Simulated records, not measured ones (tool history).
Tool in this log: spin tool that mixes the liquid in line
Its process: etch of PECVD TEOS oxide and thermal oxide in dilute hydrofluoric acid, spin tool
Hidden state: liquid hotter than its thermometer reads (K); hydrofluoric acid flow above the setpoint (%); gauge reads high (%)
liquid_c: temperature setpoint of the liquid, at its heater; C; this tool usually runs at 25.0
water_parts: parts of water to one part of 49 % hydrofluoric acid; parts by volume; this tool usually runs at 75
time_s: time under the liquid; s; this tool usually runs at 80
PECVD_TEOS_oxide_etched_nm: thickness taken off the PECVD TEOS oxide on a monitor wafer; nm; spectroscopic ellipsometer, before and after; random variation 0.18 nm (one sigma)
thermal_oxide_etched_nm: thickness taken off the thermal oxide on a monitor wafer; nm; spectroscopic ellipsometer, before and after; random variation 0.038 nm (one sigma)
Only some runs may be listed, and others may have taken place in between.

run,hour,liquid_c,water_parts,time_s,wafers since the last listed run,hours since the thermometer was replaced,hours since the hydrofluoric acid flow meter was replaced,hours since the gauge calibration,"read-back film thickness of the PECVD TEOS oxide reference wafer, read on the same gauge (nm)","read-back film thickness of the thermal oxide reference wafer, read on the same gauge (nm)",PECVD_TEOS_oxide_etched_nm,thermal_oxide_etched_nm
1,0.0,25.0,75,105,0,1642.7,823.5,1655.8,140.00,40.01,31.15,8.71
2,56.6,25.0,75,80,598,1699.3,880.1,1712.4,139.98,40.00,23.68,6.65
# hour 90.5: gauge calibrated
# hour 134.2: thermometer replaced
3,160.9,25.0,75,80,1091,26.7,984.4,70.4,139.98,40.01,23.03,6.48
4,242.1,25.0,75,80,857,107.9,1065.6,151.6,139.97,39.99,23.09,6.43
5,303.2,25.0,75,80,645,169.0,1126.7,212.7,139.95,39.98,23.62,6.52
6,384.1,25.0,85,80,854,249.9,1207.6,293.6,140.05,40.00,20.24,5.63
7,442.4,25.0,85,80,616,308.2,1265.9,351.9,139.99,39.96,20.58,5.68
# hour 496.1: hydrofluoric acid flow meter replaced
8,529.9,25.0,75,80,913,395.7,33.8,439.4,140.02,39.99,22.42,6.19
9,619.4,29.0,75,110,945,485.2,123.3,528.9,139.99,39.99,35.76,9.87
10,659.7,26.5,90,80,425,525.5,163.6,569.2,140.00,39.99,19.57,5.41
11,735.1,21.0,100,80,796,600.9,239.0,644.6,139.96,40.01,14.03,3.89
12,816.1,25.0,75,80,855,681.9,320.0,725.6,140.00,40.00,22.32,6.32
13,899.7,27.5,75,80,883,765.5,403.6,809.2,140.01,40.01,25.13,7.00

Expected results for the next run?
14,966.7,25.0,75,60,707,832.5,470.6,876.2,?,?,?,?

read-back film thickness of the PECVD TEOS oxide reference wafer, read on the same gauge (nm): 139.98
read-back film thickness of the thermal oxide reference wafer, read on the same gauge (nm): 40.01
PECVD_TEOS_oxide_etched_nm: 17.21 nm
thermal_oxide_etched_nm: 4.74 nm
Take away the tool's hidden state, keep the run-to-run variation as it was, and the same run would have given PECVD_TEOS_oxide_etched_nm 16.54 nm, thermal_oxide_etched_nm 4.56 nm.

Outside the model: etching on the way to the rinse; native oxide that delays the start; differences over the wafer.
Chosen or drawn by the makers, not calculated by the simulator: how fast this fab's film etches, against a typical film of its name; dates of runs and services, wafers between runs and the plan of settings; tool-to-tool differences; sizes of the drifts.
